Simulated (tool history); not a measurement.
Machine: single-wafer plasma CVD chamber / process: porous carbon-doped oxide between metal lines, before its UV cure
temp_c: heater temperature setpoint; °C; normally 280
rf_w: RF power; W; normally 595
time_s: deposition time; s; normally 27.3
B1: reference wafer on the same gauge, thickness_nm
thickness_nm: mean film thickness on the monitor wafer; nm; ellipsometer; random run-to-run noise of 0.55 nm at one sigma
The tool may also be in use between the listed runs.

{"run": 1, "hour": 0.0, "temp_c": 280, "rf_w": 595, "time_s": 29.6, "B1": 174.001, "thickness_nm": 156.502}
{"run": 2, "hour": 30.9, "temp_c": 280, "rf_w": 515, "time_s": 27.3, "B1": 173.981, "thickness_nm": 129.142}
{"run": 3, "hour": 77.1, "temp_c": 280, "rf_w": 515, "time_s": 27.3, "B1": 173.937, "thickness_nm": 129.222}
{"run": 4, "hour": 143.3, "temp_c": 280, "rf_w": 595, "time_s": 27.3, "B1": 173.873, "thickness_nm": 144.184}
{"run": 5, "hour": 167.7, "temp_c": 280, "rf_w": 595, "time_s": 27.3, "B1": 173.807, "thickness_nm": 145.036}
{"run": 6, "hour": 212.2, "temp_c": 280, "rf_w": 595, "time_s": 27.3, "B1": 173.878, "thickness_nm": 145.137}
{"run": 7, "hour": 241.3, "temp_c": 280, "rf_w": 595, "time_s": 27.3, "B1": 174.052, "thickness_nm": 144.245}
{"hour": 394.7, "done": "showerhead replaced"}
{"run": 8, "hour": 426.8, "temp_c": 280, "rf_w": 595, "time_s": 27.3, "B1": 174.01, "thickness_nm": 143.277}
{"run": 9, "hour": 498.2, "temp_c": 280, "rf_w": 595, "time_s": 27.3, "B1": 174.028, "thickness_nm": 143.853}
{"hour": 533.6, "done": "thermocouple changed; heater temperature recalibrated"}
{"run": 10, "hour": 564.5, "temp_c": 280, "rf_w": 595, "time_s": 27.3, "B1": 174.062, "thickness_nm": 142.479}
{"run": 11, "hour": 614.3, "temp_c": 280, "rf_w": 595, "time_s": 29.8, "B1": 173.989, "thickness_nm": 156.496}
{"run": 12, "hour": 663.9, "temp_c": 280, "rf_w": 595, "time_s": 27.3, "B1": 174, "thickness_nm": 144.121}
{"hour": 703.7, "done": "gauge calibrated"}
{"run": 13, "hour": 706.5, "temp_c": 280, "rf_w": 545, "time_s": 29.1, "B1": 174.022, "thickness_nm": 141.816}
{"run": 14, "hour": 770.3, "temp_c": 280, "rf_w": 595, "time_s": 28.9, "B1": 174.025, "thickness_nm": 150.986}
{"run": 15, "hour": 804.7, "temp_c": 265, "rf_w": 695, "time_s": 29, "B1": 174.023, "thickness_nm": 187.848}
{"run": 16, "hour": 844.5, "temp_c": 290, "rf_w": 675, "time_s": 29.5, "B1": 173.946, "thickness_nm": 160.156}
{"hour": 860.5, "done": "RF generator calibrated"}
{"run": 17, "hour": 876.5, "temp_c": 280, "rf_w": 515, "time_s": 27.3, "B1": 174.098, "thickness_nm": 135.874}
{"run": 18, "hour": 931.3, "temp_c": 280, "rf_w": 595, "time_s": 27.3, "B1": 174.067, "thickness_nm": 151.834}
{"run": 19, "hour": 996.8, "temp_c": 280, "rf_w": 685, "time_s": 30.6, "B1": 174.1, "thickness_nm": 188.328}
{"run": 20, "hour": 1039.3, "temp_c": 269, "rf_w": 480, "time_s": 22.2, "B1": 174.024, "thickness_nm": 110.139}
{"run": 21, "hour": 1101.4, "temp_c": 280, "rf_w": 595, "time_s": 27.3, "B1": 173.948, "thickness_nm": 149.804}
{"run": 22, "hour": 1155.4, "temp_c": 280, "rf_w": 545, "time_s": 23.7, "B1": 174.008, "thickness_nm": 122.043}

Here are 4 independent what-if runs from the current tool condition. What would each one return?
{"run": "A", "hour": 1155.8, "temp_c": 280, "rf_w": 595, "time_s": 27.3, "B1": "?", "thickness_nm": "?"}
{"run": "B", "hour": 1155.8, "temp_c": 280, "rf_w": 595, "time_s": 31.9, "B1": "?", "thickness_nm": "?"}
{"run": "C", "hour": 1155.8, "temp_c": 292, "rf_w": 540, "time_s": 32.6, "B1": "?", "thickness_nm": "?"}
{"run": "D", "hour": 1155.8, "temp_c": 271, "rf_w": 690, "time_s": 27.3, "B1": "?", "thickness_nm": "?"}

run=A B1=174.025 thickness_nm=148.934
run=B B1=174.025 thickness_nm=173.211
run=C B1=174.025 thickness_nm=153.545
run=D B1=174.025 thickness_nm=175.313
The same runs, with their run-to-run variation unchanged, on a tool lacking any hidden condition would have given:
run=A thickness_nm=152.815
run=B thickness_nm=177.725
run=C thickness_nm=157.632
run=D thickness_nm=179.81
